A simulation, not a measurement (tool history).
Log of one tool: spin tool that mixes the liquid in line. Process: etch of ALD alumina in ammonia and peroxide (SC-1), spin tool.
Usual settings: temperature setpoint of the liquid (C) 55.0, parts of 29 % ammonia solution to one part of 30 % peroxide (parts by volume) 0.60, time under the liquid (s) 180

| run | hour | temperature setpoint of the liquid (C) | parts of 29 % ammonia solution to one part of 30 % peroxide (parts by volume) | time under the liquid (s) | read-back film thickness of the ALD alumina reference wafer, read on the same gauge (nm) | thickness taken off the ALD alumina on a monitor wafer (Å) |
|---|---|---|---|---|---|---|
| 1 | 0.0 | 55.0 | 0.60 | 180 | 107.93 | 230.9 |
| 2 | 23.8 | 50.5 | 0.60 | 180 | 107.78 | 180.6 |
|  | 58.7 | ammonia flow meter replaced |
| 3 | 59.2 | 50.5 | 0.60 | 180 | 107.53 | 180.3 |
| 4 | 93.4 | 50.5 | 0.60 | 180 | 107.33 | 177.9 |
| 5 | 128.6 | 55.0 | 0.60 | 180 | 107.07 | 230.0 |
| 6 | 146.4 | 55.0 | 0.60 | 180 | 106.95 | 231.6 |
|  | 162.9 | new drum of ammonia solution connected |
| 7 | 175.2 | 55.0 | 0.60 | 180 | 106.71 | 226.6 |
| 8 | 204.7 | 55.0 | 0.60 | 180 | 106.47 | 226.8 |
| 9 | 239.2 | 55.0 | 0.60 | 260 | 106.19 | 326.1 |
| 10 | 261.2 | 55.0 | 0.60 | 260 | 105.99 | 327.6 |
|  | 282.0 | gauge calibrated |
| 11 | 290.2 | 62.0 | 0.40 | 180 | 109.45 | 326.1 |
| 12 | 306.0 | 55.0 | 0.60 | 180 | 109.46 | 233.9 |
| 13 | 337.9 | 64.0 | 0.60 | 180 | 109.41 | 370.3 |
|  | 343.7 | thermometer replaced |
| 14 | 351.9 | 55.0 | 0.60 | 180 | 109.42 | 235.4 |
| 15 | 384.1 | 60.0 | 0.35 | 180 | 109.38 | 290.4 |
| 16 | 401.3 | 55.0 | 0.60 | 180 | 109.35 | 233.2 |
|  | 431.3 | heated supply line repaired |
| 17 | 436.4 | 51.0 | 0.60 | 180 | 109.32 | 188.9 |
|  | 439.5 | ammonia flow meter replaced |
| 18 | 464.4 | 51.5 | 0.40 | 125 | 109.28 | 129.3 |
| 19 | 485.7 | 55.0 | 0.60 | 255 | 109.24 | 333.5 |
| 20 | 521.1 | 55.0 | 0.60 | 180 | 109.16 | 234.1 |
| 21 | 552.8 | 55.0 | 0.60 | 180 | 109.09 | 231.0 |
| 22 | 575.7 | 55.0 | 0.75 | 180 | 109.00 | 238.3 |
| 23 | 595.2 | 55.0 | 0.60 | 115 | 108.96 | 149.0 |
| 24 | 628.7 | 48.5 | 0.85 | 220 | 108.83 | 206.9 |
| 25 | 641.6 | 62.0 | 0.60 | 180 | 108.80 | 334.3 |

4 ways to go on from here, each from the tool as it stands after run 25. What would each give?
| A | 642.1 | 55.0 | 0.60 | 180 | ? | ? |
| B | 642.1 | 45.5 | 0.60 | 270 | ? | ? |
| C | 642.1 | 55.0 | 0.35 | 180 | ? | ? |
| D | 642.1 | 65.0 | 0.60 | 180 | ? | ? |

| run | read-back film thickness of the ALD alumina reference wafer, read on the same gauge (nm) | thickness taken off the ALD alumina on a monitor wafer (Å) |
|---|---|---|
| A | 108.79 | 231.8 |
| B | 108.79 | 206.3 |
| C | 108.79 | 220.2 |
| D | 108.79 | 387.4 |
Without the tool's hidden state the same runs would have given:
| run | thickness taken off the ALD alumina on a monitor wafer (Å) |
|---|---|
| A | 234.4 |
| B | 208.6 |
| C | 222.7 |
| D | 391.7 |
